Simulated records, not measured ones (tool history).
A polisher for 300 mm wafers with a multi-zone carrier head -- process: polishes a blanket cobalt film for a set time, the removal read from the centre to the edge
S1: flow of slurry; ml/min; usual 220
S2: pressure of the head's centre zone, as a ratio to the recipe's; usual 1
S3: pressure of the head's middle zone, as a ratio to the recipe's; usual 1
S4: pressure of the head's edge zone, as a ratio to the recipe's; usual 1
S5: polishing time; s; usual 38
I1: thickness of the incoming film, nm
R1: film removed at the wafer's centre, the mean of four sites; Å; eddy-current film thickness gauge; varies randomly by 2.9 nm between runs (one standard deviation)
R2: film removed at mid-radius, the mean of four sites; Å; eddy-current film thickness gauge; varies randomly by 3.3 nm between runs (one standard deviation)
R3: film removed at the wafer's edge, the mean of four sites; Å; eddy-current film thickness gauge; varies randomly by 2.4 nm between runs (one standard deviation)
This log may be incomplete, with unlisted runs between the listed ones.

{"run": 1, "day": 0.0, "S1": 220, "S2": 1, "S3": 1.05, "S4": 1, "S5": 38, "I1": 671.1, "R1": 1962, "R2": 2080, "R3": 1963}
{"run": 2, "day": 2.721, "S1": 220, "S2": 1, "S3": 0.9, "S4": 1.08, "S5": 38, "I1": 668.2, "R1": 1932, "R2": 1786, "R3": 1931}
{"run": 3, "day": 5.079, "S1": 220, "S2": 1, "S3": 1, "S4": 1, "S5": 38, "I1": 670.7, "R1": 1906, "R2": 1903, "R3": 1873}
{"day": 7.4, "done": "edge zone pressure recalibrated"}
{"run": 4, "day": 9.488, "S1": 220, "S2": 1.07, "S3": 0.96, "S4": 1.07, "S5": 38, "I1": 663, "R1": 2018, "R2": 1815, "R3": 1892}
{"day": 10.638, "done": "worn pad replaced by a new one"}
{"day": 14.483, "done": "carrier head's membrane replaced by a new one"}
{"run": 5, "day": 21.183, "S1": 220, "S2": 0.91, "S3": 0.96, "S4": 1, "S5": 38, "I1": 679.3, "R1": 1907, "R2": 2051, "R3": 2062}
{"run": 6, "day": 22.921, "S1": 220, "S2": 1, "S3": 1.08, "S4": 0.91, "S5": 48, "I1": 674.4, "R1": 2633, "R2": 2851, "R3": 2478}
{"run": 7, "day": 25.675, "S1": 220, "S2": 1, "S3": 1, "S4": 1, "S5": 28, "I1": 664.1, "R1": 1549, "R2": 1555, "R3": 1507}
{"day": 28.821, "done": "centre zone pressure recalibrated"}
{"run": 8, "day": 29.358, "S1": 220, "S2": 1, "S3": 1, "S4": 1, "S5": 46, "I1": 679.2, "R1": 2537, "R2": 2487, "R3": 2421}
{"day": 30.454, "done": "slurry nozzle cleaned"}
{"run": 9, "day": 31.538, "S1": 220, "S2": 1.04, "S3": 1.1, "S4": 1, "S5": 47, "I1": 683.8, "R1": 2659, "R2": 2768, "R3": 2475}
{"run": 10, "day": 33.454, "S1": 220, "S2": 1, "S3": 1.08, "S4": 0.91, "S5": 48, "I1": 667.6, "R1": 2557, "R2": 2675, "R3": 2383}
{"run": 11, "day": 37.946, "S1": 190, "S2": 1, "S3": 1, "S4": 1, "S5": 45, "I1": 666.2, "R1": 2315, "R2": 2326, "R3": 2215}
{"run": 12, "day": 41.292, "S1": 220, "S2": 1, "S3": 1.04, "S4": 1, "S5": 38, "I1": 676.1, "R1": 1988, "R2": 2019, "R3": 1913}
{"day": 42.992, "done": "edge zone pressure recalibrated"}
{"run": 13, "day": 44.492, "S1": 220, "S2": 1, "S3": 1, "S4": 1, "S5": 38, "I1": 675.9, "R1": 1957, "R2": 1951, "R3": 1903}
{"day": 46.967, "done": "worn pad replaced by a new one"}
{"run": 14, "day": 48.258, "S1": 220, "S2": 1, "S3": 0.93, "S4": 0.94, "S5": 43, "I1": 668.1, "R1": 2455, "R2": 2332, "R3": 2390}
{"run": 15, "day": 56.671, "S1": 220, "S2": 1, "S3": 0.9, "S4": 0.9, "S5": 44, "I1": 680.5, "R1": 2476, "R2": 2205, "R3": 2311}
{"day": 57.975, "done": "carrier head's membrane replaced by a new one"}
{"run": 16, "day": 59.046, "S1": 265, "S2": 1, "S3": 1, "S4": 1, "S5": 38, "I1": 671.2, "R1": 2183, "R2": 2154, "R3": 2126}
{"run": 17, "day": 60.958, "S1": 280, "S2": 1, "S3": 1, "S4": 1, "S5": 38, "I1": 670.7, "R1": 2163, "R2": 2156, "R3": 2117}
{"run": 18, "day": 62.512, "S1": 220, "S2": 1, "S3": 1.04, "S4": 1, "S5": 43, "I1": 669.2, "R1": 2335, "R2": 2445, "R3": 2297}
{"day": 65.104, "done": "centre zone pressure recalibrated"}
{"run": 19, "day": 66.7, "S1": 220, "S2": 1, "S3": 1, "S4": 1, "S5": 38, "I1": 672.4, "R1": 2047, "R2": 2034, "R3": 1989}
{"day": 67.629, "done": "slurry nozzle cleaned"}
{"day": 73.5, "done": "edge zone pressure recalibrated"}
{"run": 20, "day": 75.662, "S1": 220, "S2": 1, "S3": 1.12, "S4": 1, "S5": 38, "I1": 662.7, "R1": 1996, "R2": 2167, "R3": 1896}
{"run": 21, "day": 79.504, "S1": 220, "S2": 1, "S3": 0.91, "S4": 1, "S5": 38, "I1": 679.8, "R1": 1949, "R2": 1783, "R3": 1915}
{"day": 81.683, "done": "worn pad replaced by a new one"}
{"run": 22, "day": 82.904, "S1": 220, "S2": 1, "S3": 1, "S4": 1, "S5": 38, "I1": 670.9, "R1": 2193, "R2": 2219, "R3": 2090}
{"run": 23, "day": 93.158, "S1": 220, "S2": 1, "S3": 1, "S4": 1.1, "S5": 38, "I1": 676.2, "R1": 2110, "R2": 2145, "R3": 2090}

Predict each of these 3 candidate next runs independently; none follows another, all start after run 23:
{"run": "A", "day": 93.175, "S1": 220, "S2": 1, "S3": 1, "S4": 1, "S5": 38, "I1": 671.5, "R1": "?", "R2": "?", "R3": "?"}
{"run": "B", "day": 93.175, "S1": 220, "S2": 0.94, "S3": 0.89, "S4": 1.11, "S5": 47, "I1": 671.5, "R1": "?", "R2": "?", "R3": "?"}
{"run": "C", "day": 93.175, "S1": 270, "S2": 1, "S3": 1.11, "S4": 1, "S5": 42, "I1": 671.5, "R1": "?", "R2": "?", "R3": "?"}

run=A R1=2087 R2=2008 R3=2045
run=B R1=2424 R2=2253 R3=2629
run=C R1=2378 R2=2490 R3=2302
Take away the tool's hidden state, keep each run's random variation, and the runs would have read:
run=A R1=2202 R2=2117 R3=2156
run=B R1=2557 R2=2376 R3=2773
run=C R1=2508 R2=2626 R3=2428
